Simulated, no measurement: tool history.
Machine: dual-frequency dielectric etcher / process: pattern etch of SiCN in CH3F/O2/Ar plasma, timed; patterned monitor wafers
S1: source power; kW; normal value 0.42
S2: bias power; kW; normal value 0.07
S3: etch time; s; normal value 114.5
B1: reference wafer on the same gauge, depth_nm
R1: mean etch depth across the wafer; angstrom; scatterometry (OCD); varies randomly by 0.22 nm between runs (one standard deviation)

{"run": 1, "day": 0.0, "S1": 0.46, "S2": 0.07, "S3": 114.5, "B1": 46.39, "R1": 452}
{"run": 2, "day": 0.279, "S1": 0.37, "S2": 0.07, "S3": 114.5, "B1": 46.32, "R1": 421.5}
{"run": 3, "day": 0.921, "S1": 0.37, "S2": 0.07, "S3": 114.5, "B1": 46.4, "R1": 423.7}
{"day": 1.179, "done": "bias power generator calibrated"}
{"run": 4, "day": 1.662, "S1": 0.37, "S2": 0.07, "S3": 114.5, "B1": 46.45, "R1": 422.4}
{"run": 5, "day": 2.096, "S1": 0.42, "S2": 0.07, "S3": 114.5, "B1": 46.38, "R1": 440.7}
{"day": 3.667, "done": "wet clean of the chamber"}
{"day": 4.171, "done": "source power generator calibrated"}
{"run": 6, "day": 4.271, "S1": 0.42, "S2": 0.07, "S3": 114.5, "B1": 46.33, "R1": 444.1}
{"run": 7, "day": 4.758, "S1": 0.42, "S2": 0.07, "S3": 114.5, "B1": 46.43, "R1": 440.1}
{"run": 8, "day": 5.267, "S1": 0.42, "S2": 0.07, "S3": 107, "B1": 46.37, "R1": 411.5}
{"day": 6.442, "done": "gauge calibrated"}
{"day": 6.788, "done": "upper electrode replaced"}
{"run": 9, "day": 6.808, "S1": 0.42, "S2": 0.07, "S3": 107, "B1": 46.44, "R1": 410.1}
{"run": 10, "day": 6.825, "S1": 0.42, "S2": 0.057, "S3": 114.5, "B1": 46.43, "R1": 416.6}
{"run": 11, "day": 7.262, "S1": 0.42, "S2": 0.07, "S3": 126, "B1": 46.37, "R1": 483.7}
{"run": 12, "day": 9.296, "S1": 0.42, "S2": 0.07, "S3": 114.5, "B1": 46.35, "R1": 441.6}
{"run": 13, "day": 10.021, "S1": 0.42, "S2": 0.061, "S3": 139.5, "B1": 46.39, "R1": 516}
{"run": 14, "day": 10.483, "S1": 0.42, "S2": 0.07, "S3": 114.5, "B1": 46.36, "R1": 441.5}
{"run": 15, "day": 11.079, "S1": 0.5, "S2": 0.083, "S3": 87, "B1": 46.4, "R1": 372}
{"run": 16, "day": 11.371, "S1": 0.49, "S2": 0.07, "S3": 114.5, "B1": 46.41, "R1": 462.5}
{"run": 17, "day": 11.796, "S1": 0.42, "S2": 0.07, "S3": 114.5, "B1": 46.41, "R1": 440.7}
{"run": 18, "day": 12.396, "S1": 0.42, "S2": 0.076, "S3": 114.5, "B1": 46.4, "R1": 448.8}
{"run": 19, "day": 12.979, "S1": 0.42, "S2": 0.061, "S3": 139.5, "B1": 46.32, "R1": 514.5}
{"run": 20, "day": 13.488, "S1": 0.49, "S2": 0.057, "S3": 114.5, "B1": 46.43, "R1": 440.6}
{"run": 21, "day": 13.808, "S1": 0.39, "S2": 0.077, "S3": 81, "B1": 46.34, "R1": 313.9}
{"run": 22, "day": 14.312, "S1": 0.49, "S2": 0.082, "S3": 96.5, "B1": 46.43, "R1": 410.2}
{"run": 23, "day": 14.571, "S1": 0.39, "S2": 0.087, "S3": 80.5, "B1": 46.35, "R1": 321.7}
{"run": 24, "day": 15.233, "S1": 0.42, "S2": 0.07, "S3": 145, "B1": 46.4, "R1": 559.9}
{"run": 25, "day": 15.879, "S1": 0.49, "S2": 0.063, "S3": 86, "B1": 46.41, "R1": 338.6}
{"run": 26, "day": 16.221, "S1": 0.5, "S2": 0.082, "S3": 127, "B1": 46.41, "R1": 547.1}
{"run": 27, "day": 16.592, "S1": 0.42, "S2": 0.07, "S3": 114.5, "B1": 46.45, "R1": 439.7}
{"run": 28, "day": 17.167, "S1": 0.42, "S2": 0.058, "S3": 146, "B1": 46.39, "R1": 528.6}
{"run": 29, "day": 17.712, "S1": 0.51, "S2": 0.081, "S3": 89, "B1": 46.39, "R1": 381.9}

Consider 5 possible next runs. They are alternatives, not a sequence: every one starts from the tool as it was left by run 29. What does each give?
{"run": "A", "day": 17.729, "S1": 0.42, "S2": 0.07, "S3": 114.5, "B1": "?", "R1": "?"}
{"run": "B", "day": 17.729, "S1": 0.42, "S2": 0.083, "S3": 114.5, "B1": "?", "R1": "?"}
{"run": "C", "day": 17.729, "S1": 0.33, "S2": 0.064, "S3": 104, "B1": "?", "R1": "?"}
{"run": "D", "day": 17.729, "S1": 0.38, "S2": 0.07, "S3": 137, "B1": "?", "R1": "?"}
{"run": "E", "day": 17.729, "S1": 0.42, "S2": 0.058, "S3": 114.5, "B1": "?", "R1": "?"}

run=A B1=46.42 R1=442.9
run=B B1=46.42 R1=465.3
run=C B1=46.42 R1=361.9
run=D B1=46.42 R1=512.3
run=E B1=46.42 R1=421
What these runs would have given with no unlogged condition in the tool:
run=A R1=442.9
run=B R1=465.3
run=C R1=361.9
run=D R1=512.3
run=E R1=421
